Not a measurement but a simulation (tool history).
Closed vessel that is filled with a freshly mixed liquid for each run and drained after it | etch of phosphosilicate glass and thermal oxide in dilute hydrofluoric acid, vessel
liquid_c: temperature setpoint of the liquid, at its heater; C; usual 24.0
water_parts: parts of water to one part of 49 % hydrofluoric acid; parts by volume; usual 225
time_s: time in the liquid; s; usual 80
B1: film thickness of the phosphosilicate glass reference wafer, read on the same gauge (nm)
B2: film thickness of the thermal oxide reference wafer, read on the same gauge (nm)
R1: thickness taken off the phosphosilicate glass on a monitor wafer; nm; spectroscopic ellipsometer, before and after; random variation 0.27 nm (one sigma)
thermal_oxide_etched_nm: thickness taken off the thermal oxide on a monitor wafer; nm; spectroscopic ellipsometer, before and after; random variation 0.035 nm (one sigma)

{"run": 1, "hour": 0.0, "liquid_c": 21.0, "water_parts": 225, "time_s": 80, "B1": 130.05, "B2": 109.977, "R1": 29.05, "thermal_oxide_etched_nm": 1.363}
{"run": 2, "hour": 73.8, "liquid_c": 25.5, "water_parts": 225, "time_s": 95, "B1": 130.04, "B2": 109.994, "R1": 41.0, "thermal_oxide_etched_nm": 1.91}
{"run": 3, "hour": 179.3, "liquid_c": 25.5, "water_parts": 225, "time_s": 95, "B1": 129.98, "B2": 110.02, "R1": 41.58, "thermal_oxide_etched_nm": 1.926}
{"run": 4, "hour": 251.6, "liquid_c": 24.0, "water_parts": 225, "time_s": 95, "B1": 130.01, "B2": 110.004, "R1": 38.5, "thermal_oxide_etched_nm": 1.88}
{"run": 5, "hour": 353.7, "liquid_c": 24.0, "water_parts": 225, "time_s": 95, "B1": 130.03, "B2": 109.981, "R1": 39.61, "thermal_oxide_etched_nm": 1.872}
{"run": 6, "hour": 415.7, "liquid_c": 24.0, "water_parts": 225, "time_s": 95, "B1": 130.0, "B2": 110.025, "R1": 39.43, "thermal_oxide_etched_nm": 1.902}
{"run": 7, "hour": 486.4, "liquid_c": 24.0, "water_parts": 225, "time_s": 60, "B1": 129.98, "B2": 110.017, "R1": 25.45, "thermal_oxide_etched_nm": 1.242}
{"hour": 573.1, "done": "thermometer replaced"}
{"run": 8, "hour": 580.7, "liquid_c": 24.0, "water_parts": 225, "time_s": 80, "B1": 129.99, "B2": 109.993, "R1": 31.56, "thermal_oxide_etched_nm": 1.5}
{"run": 9, "hour": 654.3, "liquid_c": 24.0, "water_parts": 225, "time_s": 80, "B1": 130.03, "B2": 109.988, "R1": 32.0, "thermal_oxide_etched_nm": 1.482}
{"hour": 682.6, "done": "gauge calibrated"}
{"run": 10, "hour": 746.5, "liquid_c": 25.5, "water_parts": 225, "time_s": 80, "B1": 130.02, "B2": 109.994, "R1": 34.21, "thermal_oxide_etched_nm": 1.582}
{"hour": 809.8, "done": "hydrofluoric acid flow meter replaced"}
{"run": 11, "hour": 838.1, "liquid_c": 27.5, "water_parts": 225, "time_s": 80, "B1": 130.01, "B2": 110.027, "R1": 36.68, "thermal_oxide_etched_nm": 1.743}
{"run": 12, "hour": 928.4, "liquid_c": 24.0, "water_parts": 225, "time_s": 55, "B1": 130.01, "B2": 110.002, "R1": 22.33, "thermal_oxide_etched_nm": 1.009}
{"run": 13, "hour": 1019.6, "liquid_c": 26.5, "water_parts": 325, "time_s": 125, "B1": 129.99, "B2": 110.031, "R1": 35.51, "thermal_oxide_etched_nm": 1.642}
{"run": 14, "hour": 1122.5, "liquid_c": 26.5, "water_parts": 185, "time_s": 95, "B1": 129.97, "B2": 109.986, "R1": 55.64, "thermal_oxide_etched_nm": 2.581}
{"hour": 1166.6, "done": "thermometer replaced"}
{"run": 15, "hour": 1180.3, "liquid_c": 28.0, "water_parts": 160, "time_s": 55, "B1": 130.0, "B2": 110.004, "R1": 37.75, "thermal_oxide_etched_nm": 1.727}

Forecast each of these 5 alternatives for the next run:
{"run": "A", "hour": 1181.0, "liquid_c": 24.0, "water_parts": 225, "time_s": 110, "B1": "?", "B2": "?", "R1": "?", "thermal_oxide_etched_nm": "?"}
{"run": "B", "hour": 1181.0, "liquid_c": 21.0, "water_parts": 195, "time_s": 50, "B1": "?", "B2": "?", "R1": "?", "thermal_oxide_etched_nm": "?"}
{"run": "C", "hour": 1181.0, "liquid_c": 27.0, "water_parts": 280, "time_s": 80, "B1": "?", "B2": "?", "R1": "?", "thermal_oxide_etched_nm": "?"}
{"run": "D", "hour": 1181.0, "liquid_c": 26.0, "water_parts": 225, "time_s": 110, "B1": "?", "B2": "?", "R1": "?", "thermal_oxide_etched_nm": "?"}
{"run": "E", "hour": 1181.0, "liquid_c": 24.0, "water_parts": 270, "time_s": 120, "B1": "?", "B2": "?", "R1": "?", "thermal_oxide_etched_nm": "?"}

run=A B1=130.00 B2=110.007 R1=43.84 thermal_oxide_etched_nm=2.058
run=B B1=130.00 B2=110.007 R1=21.21 thermal_oxide_etched_nm=0.996
run=C B1=130.00 B2=110.007 R1=26.85 thermal_oxide_etched_nm=1.260
run=D B1=130.00 B2=110.007 R1=47.10 thermal_oxide_etched_nm=2.210
run=E B1=130.00 B2=110.007 R1=38.05 thermal_oxide_etched_nm=1.786
Without the tool's hidden state the same runs would have given:
run=A R1=43.40 thermal_oxide_etched_nm=2.037
run=B R1=20.99 thermal_oxide_etched_nm=0.985
run=C R1=26.60 thermal_oxide_etched_nm=1.248
run=D R1=46.63 thermal_oxide_etched_nm=2.189
run=E R1=37.68 thermal_oxide_etched_nm=1.768
